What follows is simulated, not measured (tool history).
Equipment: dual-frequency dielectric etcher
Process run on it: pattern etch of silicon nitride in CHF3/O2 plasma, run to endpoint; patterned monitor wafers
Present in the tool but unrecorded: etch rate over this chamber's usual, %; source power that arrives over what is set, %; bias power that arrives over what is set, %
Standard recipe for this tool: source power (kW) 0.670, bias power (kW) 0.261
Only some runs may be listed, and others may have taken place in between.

| run | hour | source power (kW) | bias power (kW) | wafers since the last listed run | hours since the last wet clean | hours since the last source power generator calibration | hours since the last bias power generator calibration | hours since the last upper electrode change | incoming incoming film thickness, nm | endpoint time (s) |
|---|---|---|---|---|---|---|---|---|---|---|
| 1 | 0.0 | 0.720 | 0.304 | 0 | 139.9 | 433.9 | 2960.4 | 3657.4 | 96.2 | 46.6 |
| 2 | 94.8 | 0.720 | 0.304 | 1628 | 234.7 | 528.7 | 3055.2 | 3752.2 | 96.0 | 46.3 |
| 3 | 152.1 | 0.620 | 0.222 | 984 | 292.0 | 586.0 | 3112.5 | 3809.5 | 97.3 | 58.5 |
| 4 | 241.6 | 0.620 | 0.222 | 1537 | 381.5 | 675.5 | 3202.0 | 3899.0 | 95.7 | 58.1 |
| 5 | 333.3 | 0.670 | 0.261 | 1575 | 473.2 | 767.2 | 3293.7 | 3990.7 | 95.9 | 50.5 |
| 6 | 403.7 | 0.570 | 0.261 | 1209 | 543.6 | 837.6 | 3364.1 | 4061.1 | 96.7 | 55.8 |
| 7 | 480.6 | 0.570 | 0.261 | 1321 | 620.5 | 914.5 | 3441.0 | 4138.0 | 96.4 | 55.7 |
|  | 531.1 | wet clean of the chamber |
| 8 | 582.8 | 0.770 | 0.221 | 1343 | 51.7 | 1016.7 | 3543.2 | 4240.2 | 95.5 | 51.5 |
| 9 | 685.9 | 0.770 | 0.221 | 1771 | 154.8 | 1119.8 | 3646.3 | 4343.3 | 95.3 | 51.6 |
| 10 | 734.1 | 0.770 | 0.221 | 828 | 203.0 | 1168.0 | 3694.5 | 4391.5 | 95.0 | 50.9 |
| 11 | 805.0 | 0.670 | 0.231 | 1218 | 273.9 | 1238.9 | 3765.4 | 4462.4 | 97.0 | 55.1 |
| 12 | 881.2 | 0.670 | 0.231 | 1309 | 350.1 | 1315.1 | 3841.6 | 4538.6 | 96.4 | 54.0 |
| 13 | 960.3 | 0.670 | 0.231 | 1359 | 429.2 | 1394.2 | 3920.7 | 4617.7 | 96.6 | 53.9 |
| 14 | 1059.6 | 0.550 | 0.261 | 1706 | 528.5 | 1493.5 | 4020.0 | 4717.0 | 95.9 | 56.2 |
|  | 1158.1 | upper electrode replaced |
| 15 | 1158.6 | 0.670 | 0.261 | 1288 | 627.5 | 1592.5 | 4119.0 | 0.5 | 96.0 | 49.3 |
|  | 1218.7 | wet clean of the chamber |
| 16 | 1219.2 | 0.720 | 0.261 | 628 | 0.5 | 1653.1 | 4179.6 | 61.1 | 95.6 | 50.3 |
| 17 | 1377.1 | 0.720 | 0.261 | 2713 | 158.4 | 1811.0 | 4337.5 | 219.0 | 96.4 | 49.0 |
| 18 | 1468.4 | 0.530 | 0.261 | 1568 | 249.7 | 1902.3 | 4428.8 | 310.3 | 96.2 | 59.1 |
| 19 | 1537.3 | 0.670 | 0.261 | 1183 | 318.6 | 1971.2 | 4497.7 | 379.2 | 96.8 | 51.2 |
| 20 | 1616.3 | 0.670 | 0.231 | 1357 | 397.6 | 2050.2 | 4576.7 | 458.2 | 96.0 | 53.9 |
| 21 | 1660.2 | 0.760 | 0.243 | 754 | 441.5 | 2094.1 | 4620.6 | 502.1 | 97.4 | 48.2 |
| 22 | 1747.1 | 0.820 | 0.261 | 1493 | 528.4 | 2181.0 | 4707.5 | 589.0 | 96.2 | 45.1 |
| 23 | 1821.0 | 0.530 | 0.224 | 1269 | 602.3 | 2254.9 | 4781.4 | 662.9 | 95.2 | 61.5 |
|  | 1827.4 | bias power generator calibrated |
|  | 1869.4 | wet clean of the chamber |
| 24 | 1928.7 | 0.670 | 0.310 | 1369 | 59.3 | 2362.6 | 101.3 | 770.6 | 96.8 | 48.9 |
|  | 1985.8 | source power generator calibrated |
| 25 | 1999.6 | 0.670 | 0.286 | 1149 | 130.2 | 13.8 | 172.2 | 841.5 | 95.7 | 50.0 |
| 26 | 2086.5 | 0.670 | 0.261 | 1493 | 217.1 | 100.7 | 259.1 | 928.4 | 95.7 | 51.6 |
| 27 | 2144.4 | 0.670 | 0.231 | 994 | 275.0 | 158.6 | 317.0 | 986.3 | 95.6 | 54.2 |
| 28 | 2241.0 | 0.580 | 0.233 | 1659 | 371.6 | 255.2 | 413.6 | 1082.9 | 95.7 | 58.0 |
| 29 | 2333.6 | 0.670 | 0.261 | 1591 | 464.2 | 347.8 | 506.2 | 1175.5 | 95.7 | 50.7 |
| 30 | 2388.6 | 0.670 | 0.261 | 945 | 519.2 | 402.8 | 561.2 | 1230.5 | 95.9 | 49.8 |
| 31 | 2433.0 | 0.820 | 0.229 | 762 | 563.6 | 447.2 | 605.6 | 1274.9 | 95.9 | 47.6 |
|  | 2526.7 | wet clean of the chamber |
| 32 | 2527.2 | 0.670 | 0.261 | 1206 | 0.5 | 541.4 | 699.8 | 1369.1 | 95.8 | 52.1 |
| 33 | 2575.7 | 0.800 | 0.278 | 833 | 49.0 | 589.9 | 748.3 | 1417.6 | 95.7 | 45.4 |
| 34 | 2838.0 | 0.790 | 0.241 | 4506 | 311.3 | 852.2 | 1010.6 | 1679.9 | 96.2 | 47.6 |
| 35 | 2910.4 | 0.800 | 0.219 | 1243 | 383.7 | 924.6 | 1083.0 | 1752.3 | 95.2 | 49.6 |
| 36 | 2977.3 | 0.670 | 0.261 | 1149 | 450.6 | 991.5 | 1149.9 | 1819.2 | 95.5 | 49.0 |

Each row is a separate what-if for the run after 36, all from the same tool condition, not one after another. Results?
| A | 2977.7 | 0.670 | 0.204 | 6 | 451.0 | 991.9 | 1150.3 | 1819.6 | 96.2 | ? |
| B | 2977.7 | 0.670 | 0.210 | 6 | 451.0 | 991.9 | 1150.3 | 1819.6 | 96.2 | ? |
| C | 2977.7 | 0.530 | 0.289 | 6 | 451.0 | 991.9 | 1150.3 | 1819.6 | 96.2 | ? |

| run | endpoint time (s) |
|---|---|
| A | 56.5 |
| B | 55.7 |
| C | 54.9 |
With the hidden condition removed and each run's random variation left untouched, the same runs would have given:
| run | endpoint time (s) |
|---|---|
| A | 58.8 |
| B | 58.0 |
| C | 57.2 |
